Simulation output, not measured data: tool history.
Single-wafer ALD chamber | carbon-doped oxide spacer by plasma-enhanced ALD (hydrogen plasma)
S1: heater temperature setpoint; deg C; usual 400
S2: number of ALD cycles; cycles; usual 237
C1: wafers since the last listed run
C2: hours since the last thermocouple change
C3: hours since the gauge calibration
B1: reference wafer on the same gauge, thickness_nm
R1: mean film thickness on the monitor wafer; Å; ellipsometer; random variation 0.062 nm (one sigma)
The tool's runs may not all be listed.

Run 1, hour 0.0: usual settings but S1 391 deg C; C1 0; C2 916.7; C3 41.7; B1 11.914. Result: R1 120.86 Å.
Run 2, hour 17.9: usual settings but S1 405 deg C, S2 272 cycles; C1 16; C2 934.6; C3 59.6; B1 11.927. Result: R1 136.01 Å.
Run 3, hour 47.8: usual settings but S1 405 deg C, S2 272 cycles; C1 28; C2 964.5; C3 89.5; B1 11.891. Result: R1 135.79 Å.
Run 4, hour 78.5: usual settings but S1 405 deg C, S2 272 cycles; C1 29; C2 995.2; C3 120.2; B1 11.916. Result: R1 135.27 Å.
Run 5, hour 93.9: usual settings; C1 14; C2 1010.6; C3 135.6; B1 11.890. Result: R1 121.06 Å.
Run 6, hour 110.4: usual settings; C1 15; C2 1027.1; C3 152.1; B1 11.877. Result: R1 120.41 Å.
Run 7, hour 129.6: usual settings but S1 411 deg C; C1 18; C2 1046.3; C3 171.3; B1 11.908. Result: R1 115.39 Å.
Run 8, hour 155.7: usual settings but S1 411 deg C; C1 24; C2 1072.4; C3 197.4; B1 11.908. Result: R1 115.92 Å.
Run 9, hour 174.8: usual settings; C1 18; C2 1091.5; C3 216.5; B1 11.945. Result: R1 120.77 Å.
Run 10, hour 189.3: usual settings but S1 395 deg C, S2 250 cycles; C1 13; C2 1106.0; C3 231.0; B1 11.904. Result: R1 126.39 Å.
Run 11, hour 214.3: usual settings; C1 23; C2 1131.0; C3 256.0; B1 11.906. Result: R1 120.28 Å.
Run 12, hour 230.0: usual settings; C1 14; C2 1146.7; C3 271.7; B1 11.916. Result: R1 119.81 Å.
Run 13, hour 251.0: usual settings; C1 19; C2 1167.7; C3 292.7; B1 11.891. Result: R1 118.85 Å.
Run 14, hour 276.3: usual settings; C1 23; C2 1193.0; C3 318.0; B1 11.900. Result: R1 119.63 Å.
Run 15, hour 311.2: usual settings; C1 32; C2 1227.9; C3 352.9; B1 11.905. Result: R1 120.47 Å.
Run 16, hour 339.5: usual settings but S1 412 deg C, S2 206 cycles; C1 26; C2 1256.2; C3 381.2; B1 11.881. Result: R1 99.52 Å.
Run 17, hour 374.3: usual settings but S1 412 deg C, S2 206 cycles; C1 32; C2 1291.0; C3 416.0; B1 11.870. Result: R1 100.15 Å.
Run 18, hour 405.7: usual settings but S1 388 deg C; C1 29; C2 1322.4; C3 447.4; B1 11.905. Result: R1 120.13 Å.
Run 19, hour 421.0: usual settings but S1 388 deg C; C1 14; C2 1337.7; C3 462.7; B1 11.878. Result: R1 120.70 Å.
Run 20, hour 434.0: usual settings but S1 388 deg C; C1 12; C2 1350.7; C3 475.7; B1 11.923. Result: R1 119.67 Å.
Run 21, hour 459.1: usual settings but S1 414 deg C, S2 265 cycles; C1 23; C2 1375.8; C3 500.8; B1 11.923. Result: R1 128.56 Å.
Run 22, hour 564.4: usual settings but S1 388 deg C, S2 191 cycles; C1 99; C2 1481.1; C3 606.1; B1 11.873. Result: R1 96.53 Å.
Run 23, hour 599.6: usual settings; C1 33; C2 1516.3; C3 641.3; B1 11.904. Result: R1 120.05 Å.
Run 24, hour 622.4: usual settings but S1 387 deg C, S2 252 cycles; C1 21; C2 1539.1; C3 664.1; B1 11.898. Result: R1 128.71 Å.
Run 25, hour 651.6: usual settings but S1 408 deg C, S2 271 cycles; C1 27; C2 1568.3; C3 693.3; B1 11.892. Result: R1 133.67 Å.
Run 26, hour 668.3: usual settings but S1 395 deg C, S2 197 cycles; C1 15; C2 1585.0; C3 710.0; B1 11.901. Result: R1 99.15 Å.
Run 27, hour 681.1: usual settings but S2 202 cycles; C1 12; C2 1597.8; C3 722.8; B1 11.899. Result: R1 101.96 Å.
Run 28, hour 702.4: usual settings but S1 408 deg C, S2 255 cycles; C1 20; C2 1619.1; C3 744.1; B1 11.905. Result: R1 125.57 Å.
Run 29, hour 722.4: usual settings but S1 391 deg C; C1 18; C2 1639.1; C3 764.1; B1 11.908. Result: R1 120.72 Å.
Run 30, hour 746.4: usual settings; C1 22; C2 1663.1; C3 788.1; B1 11.923. Result: R1 119.83 Å.
Run 31, hour 778.0: usual settings but S2 250 cycles; C1 29; C2 1694.7; C3 819.7; B1 11.887. Result: R1 126.37 Å.
At hour 781.7: gauge calibrated.
Run 32, hour 800.5: usual settings but S1 410 deg C, S2 198 cycles; C1 21; C2 1717.2; C3 18.8; B1 11.927. Result: R1 97.43 Å.
Run 33, hour 835.4: usual settings; C1 32; C2 1752.1; C3 53.7; B1 11.898. Result: R1 118.65 Å.
At hour 853.7: thermocouple changed; heater temperature recalibrated.
Run 34, hour 914.1: usual settings but S1 395 deg C, S2 255 cycles; C1 66; C2 60.4; C3 132.4; B1 11.887. Result: R1 129.81 Å.
Run 35, hour 948.1: usual settings but S1 407 deg C, S2 221 cycles; C1 32; C2 94.4; C3 166.4; B1 11.908. Result: R1 109.55 Å.
Run 36, hour 982.2: usual settings but S1 413 deg C, S2 214 cycles; C1 32; C2 128.5; C3 200.5; B1 11.906. Result: R1 103.91 Å.
Run 37, hour 1015.6: usual settings but S1 411 deg C, S2 204 cycles; C1 31; C2 161.9; C3 233.9; B1 11.926. Result: R1 99.60 Å.
Run 38, hour 1043.6: usual settings but S1 388 deg C, S2 204 cycles; C1 26; C2 189.9; C3 261.9; B1 11.895. Result: R1 103.47 Å.
Run 39, hour 1057.2: usual settings; C1 12; C2 203.5; C3 275.5; B1 11.901. Result: R1 120.62 Å.
Run 40, hour 1072.5: usual settings; C1 14; C2 218.8; C3 290.8; B1 11.945. Result: R1 120.90 Å.

Hidden state at the last listed run before each entry between runs and at the first one after, where it differs:
Between runs 31 and 32: gauge calibrated (hour 781.7)
  no hidden state differs between the two runs
Between runs 33 and 34: thermocouple changed; heater temperature recalibrated (hour 853.7)
  no hidden state differs between the two runs
